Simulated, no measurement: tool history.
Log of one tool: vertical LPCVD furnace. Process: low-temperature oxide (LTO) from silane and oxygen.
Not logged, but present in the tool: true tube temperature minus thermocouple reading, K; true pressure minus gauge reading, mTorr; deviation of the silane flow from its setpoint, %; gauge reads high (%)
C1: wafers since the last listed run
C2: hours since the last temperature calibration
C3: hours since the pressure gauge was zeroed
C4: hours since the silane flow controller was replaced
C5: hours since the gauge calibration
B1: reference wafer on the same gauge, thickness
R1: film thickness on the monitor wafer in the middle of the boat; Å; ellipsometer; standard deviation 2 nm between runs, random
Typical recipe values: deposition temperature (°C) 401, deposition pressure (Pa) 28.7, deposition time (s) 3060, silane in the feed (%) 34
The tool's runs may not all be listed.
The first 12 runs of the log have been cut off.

run 13 day=12.275 | deposition_temperature_(°C)=401 deposition_pressure_(Pa)=28.7 deposition_time_(s)=3060 silane_in_the_feed_(%)=34 | C1=250 C2=5530.9 C3=4075.9 C4=104.6 C5=193.7 | B1=420.95 | R1=3920.6
-- day=13.633 pressure gauge zeroed
-- day=14.242 thermocouples replaced and temperature profile calibrated
run 14 day=14.262 | deposition_temperature_(°C)=401 deposition_pressure_(Pa)=28.7 deposition_time_(s)=3060 silane_in_the_feed_(%)=34 | C1=129 C2=0.5 C3=15.1 C4=152.3 C5=241.4 | B1=420.75 | R1=3968.8
run 15 day=14.421 | deposition_temperature_(°C)=401 deposition_pressure_(Pa)=32.7 deposition_time_(s)=3060 silane_in_the_feed_(%)=38 | C1=54 C2=4.3 C3=18.9 C4=156.1 C5=245.2 | B1=421.90 | R1=5223.9
run 16 day=15.779 | deposition_temperature_(°C)=401 deposition_pressure_(Pa)=28.7 deposition_time_(s)=3900 silane_in_the_feed_(%)=34 | C1=464 C2=36.9 C3=51.5 C4=188.7 C5=277.8 | B1=421.24 | R1=5062.1
run 17 day=16.988 | deposition_temperature_(°C)=408 deposition_pressure_(Pa)=24.7 deposition_time_(s)=3930 silane_in_the_feed_(%)=30 | C1=412 C2=65.9 C3=80.5 C4=217.7 C5=306.8 | B1=421.59 | R1=4026.4
run 18 day=17.504 | deposition_temperature_(°C)=401 deposition_pressure_(Pa)=28.7 deposition_time_(s)=3060 silane_in_the_feed_(%)=34 | C1=176 C2=78.3 C3=92.9 C4=230.1 C5=319.2 | B1=422.27 | R1=3972.3
run 19 day=18.075 | deposition_temperature_(°C)=392 deposition_pressure_(Pa)=34.7 deposition_time_(s)=3990 silane_in_the_feed_(%)=37 | C1=195 C2=92.0 C3=106.6 C4=243.8 C5=332.9 | B1=421.13 | R1=6324.7
run 20 day=19.188 | deposition_temperature_(°C)=401 deposition_pressure_(Pa)=32.0 deposition_time_(s)=3060 silane_in_the_feed_(%)=36 | C1=380 C2=118.7 C3=133.3 C4=270.5 C5=359.6 | B1=420.67 | R1=4769.9
run 21 day=20.383 | deposition_temperature_(°C)=401 deposition_pressure_(Pa)=28.7 deposition_time_(s)=2280 silane_in_the_feed_(%)=34 | C1=408 C2=147.4 C3=162.0 C4=299.2 C5=388.3 | B1=420.96 | R1=2938.2
run 22 day=21.342 | deposition_temperature_(°C)=401 deposition_pressure_(Pa)=24.7 deposition_time_(s)=3060 silane_in_the_feed_(%)=39 | C1=327 C2=170.4 C3=185.0 C4=322.2 C5=411.3 | B1=420.71 | R1=4073.4
run 23 day=22.417 | deposition_temperature_(°C)=401 deposition_pressure_(Pa)=28.7 deposition_time_(s)=3060 silane_in_the_feed_(%)=34 | C1=367 C2=196.2 C3=210.8 C4=348.0 C5=437.1 | B1=420.68 | R1=3935.3
run 24 day=23.888 | deposition_temperature_(°C)=401 deposition_pressure_(Pa)=26.7 deposition_time_(s)=3900 silane_in_the_feed_(%)=34 | C1=502 C2=231.5 C3=246.1 C4=383.3 C5=472.4 | B1=421.41 | R1=4692.7
run 25 day=25.096 | deposition_temperature_(°C)=401 deposition_pressure_(Pa)=25.3 deposition_time_(s)=3060 silane_in_the_feed_(%)=32 | C1=412 C2=260.5 C3=275.1 C4=412.3 C5=501.4 | B1=421.26 | R1=3176.8
run 26 day=26.112 | deposition_temperature_(°C)=409 deposition_pressure_(Pa)=28.7 deposition_time_(s)=2490 silane_in_the_feed_(%)=28 | C1=347 C2=284.9 C3=299.5 C4=436.7 C5=525.8 | B1=420.71 | R1=2667.0
run 27 day=27.104 | deposition_temperature_(°C)=408 deposition_pressure_(Pa)=22.0 deposition_time_(s)=2190 silane_in_the_feed_(%)=34 | C1=338 C2=308.7 C3=323.3 C4=460.5 C5=549.6 | B1=420.60 | R1=2346.6
run 28 day=27.904 | deposition_temperature_(°C)=401 deposition_pressure_(Pa)=28.7 deposition_time_(s)=3060 silane_in_the_feed_(%)=34 | C1=273 C2=327.9 C3=342.5 C4=479.7 C5=568.8 | B1=421.82 | R1=3945.3
run 29 day=28.779 | deposition_temperature_(°C)=401 deposition_pressure_(Pa)=26.0 deposition_time_(s)=3060 silane_in_the_feed_(%)=34 | C1=298 C2=348.9 C3=363.5 C4=500.7 C5=589.8 | B1=421.27 | R1=3611.7
run 30 day=29.492 | deposition_temperature_(°C)=411 deposition_pressure_(Pa)=28.7 deposition_time_(s)=2520 silane_in_the_feed_(%)=34 | C1=243 C2=366.0 C3=380.6 C4=517.8 C5=606.9 | B1=420.93 | R1=3683.1

What if the next run were any one of these 5? Each begins from the tool's condition after run 30:
run A day=29.654 | deposition_temperature_(°C)=412 deposition_pressure_(Pa)=28.7 deposition_time_(s)=3060 silane_in_the_feed_(%)=34 | C1=55 C2=369.9 C3=384.5 C4=521.7 C5=610.8 | B1=? | R1=?
run B day=29.654 | deposition_temperature_(°C)=409 deposition_pressure_(Pa)=34.0 deposition_time_(s)=2700 silane_in_the_feed_(%)=29 | C1=55 C2=369.9 C3=384.5 C4=521.7 C5=610.8 | B1=? | R1=?
run C day=29.654 | deposition_temperature_(°C)=412 deposition_pressure_(Pa)=28.7 deposition_time_(s)=3390 silane_in_the_feed_(%)=40 | C1=55 C2=369.9 C3=384.5 C4=521.7 C5=610.8 | B1=? | R1=?
run D day=29.654 | deposition_temperature_(°C)=409 deposition_pressure_(Pa)=25.3 deposition_time_(s)=3900 silane_in_the_feed_(%)=28 | C1=55 C2=369.9 C3=384.5 C4=521.7 C5=610.8 | B1=? | R1=?
run E day=29.654 | deposition_temperature_(°C)=401 deposition_pressure_(Pa)=32.0 deposition_time_(s)=3060 silane_in_the_feed_(%)=34 | C1=55 C2=369.9 C3=384.5 C4=521.7 C5=610.8 | B1=? | R1=?

run=A B1=422.02 R1=4485.4
run=B B1=422.02 R1=3632.7
run=C B1=422.02 R1=6081.6
run=D B1=422.02 R1=3712.5
run=E B1=422.02 R1=4423.4
What these runs would have given with no unlogged condition in the tool:
run=A R1=4485.4
run=B R1=3632.7
run=C R1=6081.6
run=D R1=3712.5
run=E R1=4423.4
